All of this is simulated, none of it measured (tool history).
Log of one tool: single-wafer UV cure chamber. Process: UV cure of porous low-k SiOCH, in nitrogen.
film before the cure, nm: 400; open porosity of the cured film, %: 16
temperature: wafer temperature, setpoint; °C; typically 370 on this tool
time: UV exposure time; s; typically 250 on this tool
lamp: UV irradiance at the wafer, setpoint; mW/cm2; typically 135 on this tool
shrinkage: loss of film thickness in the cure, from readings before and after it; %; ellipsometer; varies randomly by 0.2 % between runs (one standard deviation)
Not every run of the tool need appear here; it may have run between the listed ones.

Run 1, hour 0: usual settings. Result: shrinkage 10.22 %.
Run 2, hour 83.9: usual settings. Result: shrinkage 10.097 %.
Run 3, hour 185.8: usual settings. Result: shrinkage 10.013 %.
Run 4, hour 270.2: usual settings but time 290 s, lamp 147 mW/cm2. Result: shrinkage 10.436 %.
Run 5, hour 307.5: usual settings. Result: shrinkage 9.509 %.
At hour 365.7: quartz window cleaned.
Run 6, hour 384.1: usual settings. Result: shrinkage 10.444 %.
Run 7, hour 636.2: usual settings but time 200 s. Result: shrinkage 8.592 %.
Run 8, hour 724.1: usual settings but time 200 s. Result: shrinkage 8.382 %.
Run 9, hour 811.4: usual settings but time 200 s. Result: shrinkage 8.026 %.
At hour 845.6: quartz window cleaned.
Run 10, hour 909.8: usual settings but time 200 s, lamp 159 mW/cm2. Result: shrinkage 8.936 %.
Run 11, hour 975.2: usual settings but time 200 s, lamp 159 mW/cm2. Result: shrinkage 8.907 %.
At hour 1030.2: UV bulbs replaced.
Run 12, hour 1030.7: usual settings. Result: shrinkage 10.373 %.
Run 13, hour 1085: usual settings. Result: shrinkage 10.176 %.
At hour 1226.2: quartz window cleaned.
Run 14, hour 1348.1: usual settings but lamp 150 mW/cm2. Result: shrinkage 10.853 %.
Run 15, hour 1419.4: usual settings but lamp 149 mW/cm2. Result: shrinkage 10.746 %.
Run 16, hour 1457.2: usual settings but temperature 354 °C, time 105 s, lamp 104 mW/cm2. Result: shrinkage 5.677 %.
Run 17, hour 1495: usual settings but temperature 357 °C, time 105 s. Result: shrinkage 6.614 %.
Run 18, hour 1553.1: usual settings but temperature 360 °C. Result: shrinkage 9.73 %.
At hour 1590.8: quartz window cleaned.
Run 19, hour 1614.6: usual settings. Result: shrinkage 10.443 %.
Run 20, hour 1708.8: usual settings but time 165 s. Result: shrinkage 8.592 %.
Run 21, hour 1788.4: usual settings. Result: shrinkage 10.579 %.
Run 22, hour 1842.4: usual settings but temperature 383 °C, time 390 s, lamp 119 mW/cm2. Result: shrinkage 11.764 %.
Run 23, hour 1934.1: usual settings but temperature 359 °C, time 295 s, lamp 109 mW/cm2. Result: shrinkage 9.562 %.

What if the next run were any one of these 5? Each begins from the tool's condition after run 23:
Run A, hour 1934.5: usual settings but time 210 s. Result: shrinkage ?.
Run B, hour 1934.5: usual settings but temperature 354 °C. Result: shrinkage ?.
Run C, hour 1934.5: usual settings but time 375 s, lamp 102 mW/cm2. Result: shrinkage ?.
Run D, hour 1934.5: usual settings but temperature 354 °C, time 150 s, lamp 117 mW/cm2. Result: shrinkage ?.
Run E, hour 1934.5: usual settings but time 330 s, lamp 175 mW/cm2. Result: shrinkage ?.

run  shrinkage
  A      9.154
  B      9.579
  C     10.376
  D      7.041
  E     12.128
Take away the tool's hidden state, keep each run's random variation, and the runs would have read:
run  shrinkage
  A     10.428
  B     10.869
  C     11.696
  D      8.222
  E     13.494
